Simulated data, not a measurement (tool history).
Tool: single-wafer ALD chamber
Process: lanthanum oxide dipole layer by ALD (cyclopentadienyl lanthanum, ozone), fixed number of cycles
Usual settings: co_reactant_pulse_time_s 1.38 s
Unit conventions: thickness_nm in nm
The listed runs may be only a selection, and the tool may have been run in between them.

run,hour,co_reactant_pulse_time_s,wafers since the last listed run,hours since the last thermocouple change,hours since the last ozone generator service,hours since the showerhead was replaced,hours since the gauge calibration,"read-back reference wafer on the same gauge, thickness_nm",thickness_nm
1,0,1.38,0,75.8,539.2,2596.1,635.8,0.673,0.555
2,65.7,1.38,1422,141.5,604.9,2661.8,701.5,0.673,0.554
3,106.4,1.38,880,182.2,645.6,2702.5,742.2,0.674,0.559
4,302.2,0.95,4237,378,841.4,2898.3,938,0.674,0.509
5,348.3,1.38,997,424.1,887.5,2944.4,984.1,0.673,0.548
6,412,1.38,1378,487.8,951.2,3008.1,1047.8,0.674,0.55
7,452.7,1.38,880,528.5,991.9,3048.8,1088.5,0.673,0.554
8,488.1,1.38,766,563.9,1027.3,3084.2,1123.9,0.673,0.551
9,558.6,1.38,1525,634.4,1097.8,3154.7,1194.4,0.674,0.55
10,606.8,1.78,1043,682.6,1146,3202.9,1242.6,0.673,0.573
11,674.1,1.78,1456,749.9,1213.3,3270.2,1309.9,0.673,0.57
12,714.8,1.38,880,790.6,1254,3310.9,1350.6,0.673,0.542
13,887.6,1.24,3740,963.4,1426.8,3483.7,1523.4,0.672,0.53
14,953,1.24,1415,1028.8,1492.2,3549.1,1588.8,0.673,0.529
# hour 999.2: showerhead replaced
15,999.7,1.58,837,1075.5,1538.9,0.5,1635.5,0.673,0.55
16,1028.4,0.89,621,1104.2,1567.6,29.2,1664.2,0.673,0.482
17,1075.9,1.92,1028,1151.7,1615.1,76.7,1711.7,0.673,0.57
# hour 1106.6: ozone generator serviced
18,1113.4,1.68,638,1189.2,6.8,114.2,1749.2,0.673,0.578
19,1172.8,1.53,1285,1248.6,66.2,173.6,1808.6,0.673,0.575
# hour 1185.1: gauge calibrated
# hour 1220.1: thermocouple changed; heater temperature recalibrated
20,1240.9,1.21,1300,20.8,134.3,241.7,55.8,0.672,0.55
21,1295.8,0.94,1188,75.7,189.2,296.6,110.7,0.673,0.524
22,1363.1,1.05,1456,143,256.5,363.9,178,0.674,0.531
23,1420.6,1.76,1244,200.5,314,421.4,235.5,0.673,0.578
24,1472.4,0.94,1121,252.3,365.8,473.2,287.3,0.674,0.515
25,1522.3,1.38,1080,302.2,415.7,523.1,337.2,0.674,0.557
26,1570.1,0.87,1034,350,463.5,570.9,385,0.673,0.504
27,1610.2,1.38,867,390.1,503.6,611,425.1,0.674,0.555
28,1679.2,1.55,1493,459.1,572.6,680,494.1,0.673,0.56

Below, some changes in thickness_nm between adjacent runs. For each, the amount present without the hidden state too (settings, incoming material, random variation) and the amount remaining for the hidden state with gauge scatter not shared by both compared results:
Hidden state at play: wafer temperature above the value expected at the setpoint (K); ozone dose above that of a generator just serviced (%); gauge reads high (%).
Run 15 -> 16: co_reactant_pulse_time_s 1.58 -> 0.89. thickness_nm -0.068 nm: hidden state -0.017, all else -0.051.
Run 16 -> 17: co_reactant_pulse_time_s 0.89 -> 1.92. thickness_nm +0.088 nm: hidden state +0.023, all else +0.065.

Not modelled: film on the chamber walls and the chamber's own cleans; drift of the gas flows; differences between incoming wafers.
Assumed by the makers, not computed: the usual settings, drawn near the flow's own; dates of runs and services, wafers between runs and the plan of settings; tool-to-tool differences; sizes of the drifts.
